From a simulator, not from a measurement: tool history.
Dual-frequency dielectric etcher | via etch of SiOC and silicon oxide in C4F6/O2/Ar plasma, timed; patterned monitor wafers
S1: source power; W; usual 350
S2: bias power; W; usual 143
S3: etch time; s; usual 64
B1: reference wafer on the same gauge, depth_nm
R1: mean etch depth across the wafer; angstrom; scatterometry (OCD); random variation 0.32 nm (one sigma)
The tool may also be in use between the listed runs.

run     day   S1   S2    S3    B1   R1
  1       0  350  143    64  70.4  599
  2   1.038  350  143    64  70.5  593
  3   2.117  350  143    64  70.5  600
  4   2.642  350  143    64  70.5  601
  5   3.412  350  143    64  70.5  599
  6   4.221  350  143    64  70.6  595
  7   5.446  350  143    64  70.4  592
  8   6.808  350  143    64  70.4  588
  9   7.596  350  143    64  70.5  591
 10   8.242  350  143    64  70.5  588
      9.575  -- wet clean of the chamber
 11  11.742  350  143    64  70.5  602
     12.221  -- source power generator calibrated
 12  12.467  350  151    64  70.4  614
 13  13.679  350  143    64  70.5  604
 14  14.517  380  164    64  70.5  663
 15  15.671  350  171    71  70.5  722
 16  16.742  290  110  77.5  70.5  588
     17.062  -- gauge calibrated
 17  18.996  350  143    64  70.4  597
 18  19.892  350  143    64  70.5  600
     21.604  -- upper electrode replaced
 19  21.625  270  143    64  70.6  537

Forecast run 20:
 20  21.638  290  165  64   ?   ?

B1: 70.5
R1: 597 angstrom
Without the tool's hidden state the same run would have given R1 613 angstrom.

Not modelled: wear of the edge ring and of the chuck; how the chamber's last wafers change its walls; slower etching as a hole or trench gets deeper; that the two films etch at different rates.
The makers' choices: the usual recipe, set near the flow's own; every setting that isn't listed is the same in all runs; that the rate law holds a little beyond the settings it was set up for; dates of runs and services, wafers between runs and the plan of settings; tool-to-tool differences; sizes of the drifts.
